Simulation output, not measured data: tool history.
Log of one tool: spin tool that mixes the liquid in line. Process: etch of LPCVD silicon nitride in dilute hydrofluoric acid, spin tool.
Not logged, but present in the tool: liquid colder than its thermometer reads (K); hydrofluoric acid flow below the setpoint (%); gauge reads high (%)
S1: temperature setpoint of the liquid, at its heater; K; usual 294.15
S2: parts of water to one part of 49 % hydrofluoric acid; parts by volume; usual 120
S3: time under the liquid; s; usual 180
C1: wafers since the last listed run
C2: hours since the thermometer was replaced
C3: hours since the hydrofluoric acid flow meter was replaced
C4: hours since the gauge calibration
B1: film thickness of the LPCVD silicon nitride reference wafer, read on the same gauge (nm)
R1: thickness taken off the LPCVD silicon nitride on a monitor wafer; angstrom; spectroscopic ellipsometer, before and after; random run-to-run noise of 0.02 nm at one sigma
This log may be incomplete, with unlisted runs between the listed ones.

| run | hour | S1 | S2 | S3 | C1 | C2 | C3 | C4 | B1 | R1 |
|---|---|---|---|---|---|---|---|---|---|---|
| 1 | 0.0 | 295.65 | 120 | 180 | 0 | 1026.5 | 639.6 | 333.8 | 70.018 | 7.46 |
| 2 | 26.1 | 295.65 | 120 | 180 | 111 | 1052.6 | 665.7 | 359.9 | 70.000 | 7.33 |
| 3 | 48.5 | 294.15 | 120 | 180 | 95 | 1075.0 | 688.1 | 382.3 | 70.039 | 6.81 |
| 4 | 80.1 | 298.15 | 120 | 180 | 135 | 1106.6 | 719.7 | 413.9 | 69.999 | 8.91 |
| 5 | 152.3 | 298.15 | 120 | 180 | 308 | 1178.8 | 791.9 | 486.1 | 70.029 | 9.04 |
| 6 | 175.8 | 298.15 | 120 | 180 | 100 | 1202.3 | 815.4 | 509.6 | 70.005 | 9.03 |
| 7 | 188.7 | 294.15 | 120 | 180 | 55 | 1215.2 | 828.3 | 522.5 | 69.980 | 6.91 |
| 8 | 204.5 | 298.15 | 160 | 220 | 67 | 1231.0 | 844.1 | 538.3 | 70.022 | 7.84 |
|  | 255.1 | gauge calibrated |
|  | 272.0 | thermometer replaced |
| 9 | 306.5 | 297.15 | 75 | 90 | 432 | 34.5 | 946.1 | 51.4 | 70.020 | 6.72 |
|  | 310.6 | hydrofluoric acid flow meter replaced |
| 10 | 339.6 | 294.15 | 120 | 180 | 137 | 67.6 | 29.0 | 84.5 | 70.043 | 6.89 |
| 11 | 354.9 | 297.15 | 140 | 145 | 65 | 82.9 | 44.3 | 99.8 | 69.976 | 5.74 |
| 12 | 390.1 | 292.65 | 120 | 180 | 150 | 118.1 | 79.5 | 135.0 | 70.021 | 6.23 |
| 13 | 424.7 | 290.65 | 175 | 120 | 148 | 152.7 | 114.1 | 169.6 | 70.041 | 2.57 |
| 14 | 490.5 | 291.65 | 150 | 260 | 281 | 218.5 | 179.9 | 235.4 | 70.013 | 6.54 |

Alternative continuations, all from the tool just after run 14; predict every row:
| A | 491.0 | 294.15 | 120 | 180 | 2 | 219.0 | 180.4 | 235.9 | ? | ? |
| B | 491.0 | 291.65 | 120 | 180 | 2 | 219.0 | 180.4 | 235.9 | ? | ? |
| C | 491.0 | 292.15 | 120 | 285 | 2 | 219.0 | 180.4 | 235.9 | ? | ? |

| run | B1 | R1 |
|---|---|---|
| A | 70.006 | 7.18 |
| B | 70.006 | 6.06 |
| C | 70.006 | 9.93 |
With the hidden condition removed and each run's random variation left untouched, the same runs would have given:
| run | R1 |
|---|---|
| A | 7.18 |
| B | 6.06 |
| C | 9.93 |
